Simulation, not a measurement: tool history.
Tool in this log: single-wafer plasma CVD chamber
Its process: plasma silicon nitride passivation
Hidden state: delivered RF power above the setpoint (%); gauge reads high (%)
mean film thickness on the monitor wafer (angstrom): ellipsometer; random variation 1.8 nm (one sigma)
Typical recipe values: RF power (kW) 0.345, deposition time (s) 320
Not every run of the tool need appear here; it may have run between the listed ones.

run,hour,RF power (kW),deposition time (s),wafers since the last listed run,hours since the last RF generator calibration,hours since the showerhead was replaced,hours since the gauge calibration,"read-back reference wafer on the same gauge, thickness_nm",mean film thickness on the monitor wafer (angstrom)
1,0.0,0.345,320,0,665.0,4181.7,398.6,482.239,4279.06
2,29.0,0.345,320,152,694.0,4210.7,427.6,482.061,4342.08
3,58.8,0.345,320,156,723.8,4240.5,457.4,481.293,4287.88
4,85.2,0.295,320,138,750.2,4266.9,483.8,480.882,4126.60
5,122.3,0.345,320,195,787.3,4304.0,520.9,481.676,4289.85
6,190.1,0.345,320,356,855.1,4371.8,588.7,481.912,4283.01
7,228.6,0.345,320,202,893.6,4410.3,627.2,481.653,4329.80
# hour 246.7: gauge calibrated
# hour 254.4: showerhead replaced
8,293.5,0.345,320,299,958.5,39.1,46.8,481.931,4267.22
9,356.0,0.315,277,328,1021.0,101.6,109.3,481.377,3577.37
10,402.2,0.295,320,243,1067.2,147.8,155.5,481.967,4073.22
# hour 423.7: RF generator calibrated
11,461.1,0.325,320,267,37.4,206.7,214.4,481.129,4314.01
12,496.5,0.345,354,186,72.8,242.1,249.8,482.440,4869.37
13,630.3,0.405,355,704,206.6,375.9,383.6,481.680,5076.74
14,688.6,0.400,374,306,264.9,434.2,441.9,482.153,5378.29
15,716.7,0.345,320,147,293.0,462.3,470.0,482.360,4338.23
16,788.0,0.305,344,375,364.3,533.6,541.3,481.821,4461.86

Here are 4 independent what-if runs from the current tool condition. What would each one return?
A,788.5,0.345,358,2,364.8,534.1,541.8,?,?
B,788.5,0.380,264,2,364.8,534.1,541.8,?,?
C,788.5,0.305,382,2,364.8,534.1,541.8,?,?
D,788.5,0.285,346,2,364.8,534.1,541.8,?,?

run,"read-back reference wafer on the same gauge, thickness_nm",mean film thickness on the monitor wafer (angstrom)
A,481.698,4880.74
B,481.698,3717.27
C,481.698,4995.16
D,481.698,4420.40
Without the tool's unlogged condition, the same runs would have read:
run,mean film thickness on the monitor wafer (angstrom)
A,4942.82
B,3764.55
C,5058.70
D,4476.63

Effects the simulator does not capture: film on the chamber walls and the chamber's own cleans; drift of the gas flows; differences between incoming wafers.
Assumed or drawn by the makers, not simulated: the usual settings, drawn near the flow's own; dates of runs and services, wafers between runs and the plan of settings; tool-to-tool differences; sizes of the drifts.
